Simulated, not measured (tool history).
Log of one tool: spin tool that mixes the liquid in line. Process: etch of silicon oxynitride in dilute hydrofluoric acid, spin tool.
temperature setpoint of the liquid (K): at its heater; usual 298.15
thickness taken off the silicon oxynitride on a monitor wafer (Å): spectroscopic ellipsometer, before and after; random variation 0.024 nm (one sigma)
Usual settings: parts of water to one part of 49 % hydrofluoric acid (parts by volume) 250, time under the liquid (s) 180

run	hour	temperature setpoint of the liquid (K)	parts of water to one part of 49 % hydrofluoric acid (parts by volume)	time under the liquid (s)	wafers since the last listed run	hours since the thermometer was replaced	hours since the hydrofluoric acid flow meter was replaced	hours since the gauge calibration	read-back film thickness of the silicon oxynitride reference wafer, read on the same gauge (nm)	thickness taken off the silicon oxynitride on a monitor wafer (Å)
1	0	298.15	195	180	0	1609.4	622.2	1014.5	110.019	13.37
2	64.7	298.15	195	180	593	1674.1	686.9	1079.2	109.988	12.27
3	107.7	298.15	295	180	394	1717.1	729.9	1122.2	110.033	7.88
4	173	298.15	295	180	599	1782.4	795.2	1187.5	110.029	7.55
5	215.2	298.15	295	180	387	1824.6	837.4	1229.7	109.957	7.96
6	259	298.15	250	180	401	1868.4	881.2	1273.5	110.015	9.36
7	357.8	298.15	250	180	906	1967.2	980	1372.3	110.049	9.5
8	414.8	298.15	250	180	522	2024.2	1037	1429.3	109.996	9.55
9	475	301.65	250	180	552	2084.4	1097.2	1489.5	110.03	10.69
# hour 510.9: gauge calibrated
10	542.9	301.65	250	180	622	2152.3	1165.1	32	110.028	10.91
11	634.3	298.15	250	180	838	2243.7	1256.5	123.4	109.991	9.43
12	691.2	298.15	250	215	521	2300.6	1313.4	180.3	110.002	12.08
13	732.3	293.15	135	115	377	2341.7	1354.5	221.4	110.019	9.82
14	803.5	293.65	250	180	653	2412.9	1425.7	292.6	109.941	7.65
15	895.8	293.15	335	180	846	2505.2	1518	384.9	109.957	5.63
16	950	298.15	250	180	497	2559.4	1572.2	439.1	109.983	9.58
# hour 1121.3: hydrofluoric acid flow meter replaced
17	1155.7	294.15	315	180	1877	2765.1	34.4	644.8	110.037	6.01
18	1220.2	301.15	170	95	591	2829.6	98.9	709.3	110.012	9.11
# hour 1273.8: thermometer replaced
19	1323.5	294.15	315	180	938	49.7	202.2	812.6	110.024	6.4
20	1384.9	300.65	250	145	563	111.1	263.6	874	110.033	8.47
21	1473.7	298.15	130	100	814	199.9	352.4	962.8	110.024	10.99
22	1551.3	295.15	350	135	711	277.5	430	1040.4	109.996	4.17
23	1587.8	298.15	250	180	334	314	466.5	1076.9	109.976	9.49
24	1644.6	298.15	250	255	521	370.8	523.3	1133.7	110.04	12.88

What the log doesn't show, run by run:
liquid colder than its thermometer reads (K): 0 in every run
hydrofluoric acid flow below the setpoint (%): 0 in every run
gauge reads high (%): 0 in every run
